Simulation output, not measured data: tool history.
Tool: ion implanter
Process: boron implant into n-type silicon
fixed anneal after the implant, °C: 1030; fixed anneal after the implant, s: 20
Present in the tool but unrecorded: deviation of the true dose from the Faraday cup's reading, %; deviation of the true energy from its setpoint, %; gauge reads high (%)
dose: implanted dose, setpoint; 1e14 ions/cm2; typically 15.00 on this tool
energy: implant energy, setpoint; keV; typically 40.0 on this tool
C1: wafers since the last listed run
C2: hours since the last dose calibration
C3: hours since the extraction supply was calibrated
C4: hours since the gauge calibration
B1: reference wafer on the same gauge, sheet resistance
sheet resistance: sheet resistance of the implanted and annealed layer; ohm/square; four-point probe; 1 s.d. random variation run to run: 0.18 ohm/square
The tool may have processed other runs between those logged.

{"run": 1, "hour": 0.0, "dose": 13.23, "energy": 40.0, "C1": 0, "C2": 750.5, "C3": 6031.1, "C4": 332.4, "B1": 78.12, "sheet resistance": 89.41}
{"run": 2, "hour": 9.9, "dose": 13.23, "energy": 40.0, "C1": 144, "C2": 760.4, "C3": 6041.0, "C4": 342.3, "B1": 78.13, "sheet resistance": 89.18}
{"run": 3, "hour": 16.4, "dose": 15.0, "energy": 40.0, "C1": 94, "C2": 766.9, "C3": 6047.5, "C4": 348.8, "B1": 78.08, "sheet resistance": 80.25}
{"run": 4, "hour": 24.3, "dose": 15.0, "energy": 40.0, "C1": 114, "C2": 774.8, "C3": 6055.4, "C4": 356.7, "B1": 78.11, "sheet resistance": 80.03}
{"run": 5, "hour": 36.7, "dose": 15.0, "energy": 32.0, "C1": 180, "C2": 787.2, "C3": 6067.8, "C4": 369.1, "B1": 78.12, "sheet resistance": 81.89}
{"run": 6, "hour": 44.3, "dose": 15.0, "energy": 32.0, "C1": 110, "C2": 794.8, "C3": 6075.4, "C4": 376.7, "B1": 78.1, "sheet resistance": 81.36}
{"run": 7, "hour": 58.4, "dose": 15.0, "energy": 32.0, "C1": 205, "C2": 808.9, "C3": 6089.5, "C4": 390.8, "B1": 78.08, "sheet resistance": 81.33}
{"run": 8, "hour": 69.7, "dose": 15.0, "energy": 40.0, "C1": 164, "C2": 820.2, "C3": 6100.8, "C4": 402.1, "B1": 78.07, "sheet resistance": 80.58}
{"hour": 72.7, "done": "gauge calibrated"}
{"run": 9, "hour": 78.3, "dose": 15.0, "energy": 40.0, "C1": 125, "C2": 828.8, "C3": 6109.4, "C4": 5.6, "B1": 78.14, "sheet resistance": 80.09}
{"run": 10, "hour": 94.0, "dose": 15.0, "energy": 40.0, "C1": 228, "C2": 844.5, "C3": 6125.1, "C4": 21.3, "B1": 78.09, "sheet resistance": 80.05}
{"hour": 109.0, "done": "Faraday cup replaced and dose calibrated"}
{"run": 11, "hour": 109.5, "dose": 15.0, "energy": 40.0, "C1": 109, "C2": 0.5, "C3": 6140.6, "C4": 36.8, "B1": 78.12, "sheet resistance": 78.5}
{"run": 12, "hour": 118.7, "dose": 15.0, "energy": 40.0, "C1": 133, "C2": 9.7, "C3": 6149.8, "C4": 46.0, "B1": 78.11, "sheet resistance": 78.47}
{"run": 13, "hour": 134.4, "dose": 15.0, "energy": 40.0, "C1": 228, "C2": 25.4, "C3": 6165.5, "C4": 61.7, "B1": 78.13, "sheet resistance": 78.2}
{"run": 14, "hour": 151.8, "dose": 15.0, "energy": 40.0, "C1": 253, "C2": 42.8, "C3": 6182.9, "C4": 79.1, "B1": 78.08, "sheet resistance": 78.75}
{"run": 15, "hour": 167.1, "dose": 10.94, "energy": 35.0, "C1": 222, "C2": 58.1, "C3": 6198.2, "C4": 94.4, "B1": 78.09, "sheet resistance": 104.29}
{"run": 16, "hour": 177.3, "dose": 10.91, "energy": 48.0, "C1": 148, "C2": 68.3, "C3": 6208.4, "C4": 104.6, "B1": 78.1, "sheet resistance": 101.76}
{"run": 17, "hour": 186.7, "dose": 15.0, "energy": 40.0, "C1": 136, "C2": 77.7, "C3": 6217.8, "C4": 114.0, "B1": 78.1, "sheet resistance": 78.94}
{"run": 18, "hour": 196.2, "dose": 15.0, "energy": 40.0, "C1": 138, "C2": 87.2, "C3": 6227.3, "C4": 123.5, "B1": 78.08, "sheet resistance": 78.58}
{"run": 19, "hour": 208.0, "dose": 13.1, "energy": 40.0, "C1": 171, "C2": 99.0, "C3": 6239.1, "C4": 135.3, "B1": 78.12, "sheet resistance": 88.61}
{"run": 20, "hour": 215.1, "dose": 12.45, "energy": 28.0, "C1": 103, "C2": 106.1, "C3": 6246.2, "C4": 142.4, "B1": 78.12, "sheet resistance": 94.52}
{"run": 21, "hour": 226.7, "dose": 15.0, "energy": 47.5, "C1": 168, "C2": 117.7, "C3": 6257.8, "C4": 154.0, "B1": 78.11, "sheet resistance": 77.94}
{"run": 22, "hour": 243.8, "dose": 10.82, "energy": 30.0, "C1": 248, "C2": 134.8, "C3": 6274.9, "C4": 171.1, "B1": 78.06, "sheet resistance": 106.03}
{"run": 23, "hour": 250.0, "dose": 15.0, "energy": 40.0, "C1": 90, "C2": 141.0, "C3": 6281.1, "C4": 177.3, "B1": 78.11, "sheet resistance": 79.25}
{"hour": 258.2, "done": "extraction supply calibrated"}
{"run": 24, "hour": 260.3, "dose": 15.0, "energy": 40.0, "C1": 33, "C2": 151.3, "C3": 2.1, "C4": 187.6, "B1": 78.09, "sheet resistance": 79.06}
{"run": 25, "hour": 266.5, "dose": 15.0, "energy": 40.0, "C1": 90, "C2": 157.5, "C3": 8.3, "C4": 193.8, "B1": 78.14, "sheet resistance": 79.14}
{"run": 26, "hour": 281.5, "dose": 16.95, "energy": 49.5, "C1": 218, "C2": 172.5, "C3": 23.3, "C4": 208.8, "B1": 78.14, "sheet resistance": 70.1}
{"run": 27, "hour": 287.9, "dose": 17.29, "energy": 53.5, "C1": 93, "C2": 178.9, "C3": 29.7, "C4": 215.2, "B1": 78.09, "sheet resistance": 68.45}
{"run": 28, "hour": 294.8, "dose": 18.26, "energy": 29.0, "C1": 100, "C2": 185.8, "C3": 36.6, "C4": 222.1, "B1": 78.11, "sheet resistance": 69.32}
{"run": 29, "hour": 311.8, "dose": 13.01, "energy": 29.5, "C1": 247, "C2": 202.8, "C3": 53.6, "C4": 239.1, "B1": 78.09, "sheet resistance": 91.46}
{"run": 30, "hour": 326.9, "dose": 16.2, "energy": 47.5, "C1": 219, "C2": 217.9, "C3": 68.7, "C4": 254.2, "B1": 78.11, "sheet resistance": 73.15}
{"run": 31, "hour": 333.7, "dose": 12.55, "energy": 51.0, "C1": 98, "C2": 224.7, "C3": 75.5, "C4": 261.0, "B1": 78.12, "sheet resistance": 90.64}
{"run": 32, "hour": 348.8, "dose": 16.65, "energy": 47.0, "C1": 219, "C2": 239.8, "C3": 90.6, "C4": 276.1, "B1": 78.13, "sheet resistance": 71.82}
{"run": 33, "hour": 355.7, "dose": 15.0, "energy": 31.5, "C1": 100, "C2": 246.7, "C3": 97.5, "C4": 283.0, "B1": 78.1, "sheet resistance": 80.77}
{"run": 34, "hour": 365.8, "dose": 15.0, "energy": 40.0, "C1": 146, "C2": 256.8, "C3": 107.6, "C4": 293.1, "B1": 78.13, "sheet resistance": 79.83}
{"run": 35, "hour": 374.6, "dose": 13.23, "energy": 40.0, "C1": 128, "C2": 265.6, "C3": 116.4, "C4": 301.9, "B1": 78.11, "sheet resistance": 88.54}
{"run": 36, "hour": 391.6, "dose": 15.0, "energy": 35.0, "C1": 247, "C2": 282.6, "C3": 133.4, "C4": 318.9, "B1": 78.05, "sheet resistance": 80.34}
{"run": 37, "hour": 404.4, "dose": 12.62, "energy": 40.0, "C1": 186, "C2": 295.4, "C3": 146.2, "C4": 331.7, "B1": 78.15, "sheet resistance": 92.22}

Below are 5 alternative next runs, each starting from the tool's condition after run 37. Predict each:
{"run": "A", "hour": 404.8, "dose": 15.0, "energy": 27.5, "C1": 5, "C2": 295.8, "C3": 146.6, "C4": 332.1, "B1": "?", "sheet resistance": "?"}
{"run": "B", "hour": 404.8, "dose": 18.65, "energy": 51.0, "C1": 5, "C2": 295.8, "C3": 146.6, "C4": 332.1, "B1": "?", "sheet resistance": "?"}
{"run": "C", "hour": 404.8, "dose": 17.99, "energy": 35.0, "C1": 5, "C2": 295.8, "C3": 146.6, "C4": 332.1, "B1": "?", "sheet resistance": "?"}
{"run": "D", "hour": 404.8, "dose": 10.59, "energy": 47.0, "C1": 5, "C2": 295.8, "C3": 146.6, "C4": 332.1, "B1": "?", "sheet resistance": "?"}
{"run": "E", "hour": 404.8, "dose": 10.91, "energy": 47.0, "C1": 5, "C2": 295.8, "C3": 146.6, "C4": 332.1, "B1": "?", "sheet resistance": "?"}

run=A B1=78.10 sheet_resistance=82.05
run=B B1=78.10 sheet_resistance=64.80
run=C B1=78.10 sheet_resistance=69.15
run=D B1=78.10 sheet_resistance=105.82
run=E B1=78.10 sheet_resistance=103.25
With no hidden state in the tool, these same runs would have given:
run=A sheet_resistance=80.41
run=B sheet_resistance=63.45
run=C sheet_resistance=67.77
run=D sheet_resistance=103.68
run=E sheet_resistance=101.16
